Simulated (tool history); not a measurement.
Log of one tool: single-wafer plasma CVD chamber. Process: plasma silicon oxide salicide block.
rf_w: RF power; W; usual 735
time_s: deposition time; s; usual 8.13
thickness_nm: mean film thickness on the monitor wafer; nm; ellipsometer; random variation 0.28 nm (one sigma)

| run | day | rf_w | time_s | wafers since the last listed run | hours since the last RF generator calibration | hours since the showerhead was replaced | hours since the gauge calibration | read-back reference wafer on the same gauge, thickness_nm | thickness_nm |
|---|---|---|---|---|---|---|---|---|---|
| 1 | 0 | 735 | 8.13 | 0 | 704 | 3409.9 | 186.9 | 82.976 | 87.646 |
| 2 | 6.992 | 735 | 8.13 | 2819 | 871.8 | 3577.7 | 354.7 | 82.978 | 87.688 |
| 3 | 9.283 | 735 | 8.13 | 924 | 926.8 | 3632.7 | 409.7 | 82.967 | 87.33 |
| 4 | 17.467 | 735 | 8.13 | 3300 | 1123.2 | 3829.1 | 606.1 | 82.953 | 87.225 |
|  | 17.933 | gauge calibrated |
| 5 | 19.317 | 735 | 8.13 | 746 | 1167.6 | 3873.5 | 33.2 | 83.069 | 87.069 |
| 6 | 21.679 | 735 | 8.13 | 952 | 1224.3 | 3930.2 | 89.9 | 82.99 | 86.753 |
|  | 23.888 | showerhead replaced |
| 7 | 23.908 | 735 | 8.13 | 764 | 1277.8 | 0.5 | 143.4 | 82.981 | 87.708 |
| 8 | 26.371 | 735 | 8.13 | 993 | 1336.9 | 59.6 | 202.5 | 82.993 | 87.072 |
| 9 | 29.196 | 735 | 8.13 | 1139 | 1404.7 | 127.4 | 270.3 | 83.002 | 87.512 |
| 10 | 30.912 | 825 | 8.13 | 692 | 1445.9 | 168.6 | 311.5 | 83.022 | 89.517 |
|  | 31.412 | RF generator calibrated |
| 11 | 33.617 | 735 | 8.13 | 956 | 52.9 | 233.5 | 376.4 | 82.996 | 86.869 |
| 12 | 40.154 | 665 | 7.63 | 2636 | 209.8 | 390.4 | 533.3 | 82.961 | 80.149 |
| 13 | 42.458 | 645 | 8.13 | 929 | 265.1 | 445.7 | 588.6 | 83.01 | 85.292 |
|  | 42.55 | gauge calibrated |
| 14 | 43.658 | 735 | 8.13 | 483 | 293.9 | 474.5 | 26.6 | 82.952 | 87.42 |
| 15 | 45.35 | 735 | 8.13 | 682 | 334.5 | 515.1 | 67.2 | 82.969 | 87.293 |
| 16 | 47.471 | 735 | 6.64 | 855 | 385.4 | 566 | 118.1 | 82.977 | 71.165 |
| 17 | 48.617 | 685 | 8.55 | 462 | 412.9 | 593.5 | 145.6 | 83.006 | 90.454 |
| 18 | 50.129 | 865 | 7.13 | 609 | 449.2 | 629.8 | 181.9 | 83.012 | 79.496 |

Forecast each of these 4 alternatives for the next run:
| A | 50.146 | 620 | 8.13 | 6 | 449.6 | 630.2 | 182.3 | ? | ? |
| B | 50.146 | 790 | 9.16 | 6 | 449.6 | 630.2 | 182.3 | ? | ? |
| C | 50.146 | 845 | 9.69 | 6 | 449.6 | 630.2 | 182.3 | ? | ? |
| D | 50.146 | 845 | 8.13 | 6 | 449.6 | 630.2 | 182.3 | ? | ? |

| run | read-back reference wafer on the same gauge, thickness_nm | thickness_nm |
|---|---|---|
| A | 83.013 | 84.211 |
| B | 83.013 | 100.281 |
| C | 83.013 | 107.787 |
| D | 83.013 | 90.434 |
Without the tool's hidden state the same runs would have given:
| run | thickness_nm |
|---|---|
| A | 84.211 |
| B | 100.281 |
| C | 107.787 |
| D | 90.434 |
